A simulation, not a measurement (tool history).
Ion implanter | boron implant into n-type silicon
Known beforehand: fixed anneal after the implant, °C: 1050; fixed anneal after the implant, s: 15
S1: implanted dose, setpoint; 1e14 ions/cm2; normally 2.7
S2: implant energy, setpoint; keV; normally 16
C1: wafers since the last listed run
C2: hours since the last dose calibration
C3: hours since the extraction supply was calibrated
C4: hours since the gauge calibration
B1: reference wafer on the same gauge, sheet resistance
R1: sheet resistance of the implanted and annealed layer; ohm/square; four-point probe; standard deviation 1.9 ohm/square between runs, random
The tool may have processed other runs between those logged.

run     day    S1  S2    C1      C2      C3     C4      B1      R1
  1       0   2.7  16     0  1132.2  5979.1    294  412.21  393.57
  2   3.054   2.7  16  1119  1205.5  6052.4  367.3  412.51  391.18
      5.754  -- Faraday cup replaced and dose calibrated
  3    6.45   2.7  16  1122    16.7  6133.9  448.8   412.4  399.84
  4   8.317   2.7  16   683    61.5  6178.7  493.6  412.25  397.31
  5    11.4   2.7  16  1129   135.5  6252.7  567.6  412.28  397.58
  6  14.512   2.7  16  1140   210.2  6327.4  642.3     412  396.94
  7  16.546   2.7  16   745     259  6376.2  691.1  412.31   401.7
  8  18.483   2.7  16   709   305.5  6422.7  737.6  412.77  398.18
  9  20.358  2.96  16   687   350.5  6467.7  782.6   412.1  366.13
 10  24.058  2.96  16  1355   439.3  6556.5  871.4  411.65  364.79
 11  26.004  2.96  16   712     486  6603.2  918.1  412.11  367.71
     28.533  -- gauge calibrated
 12  30.408  2.96  16  1613   591.7  6708.9     45   412.2  363.72

Predict the results of run 13:
 13  33.896  2.13  18.5  1277  675.4  6792.6  128.7   ?   ?

Run 13 yielded B1 411.69, R1 470.4 ohm/square.
If the tool had no hidden condition, the same run with the same run-to-run variation would have returned R1 476.22 ohm/square.
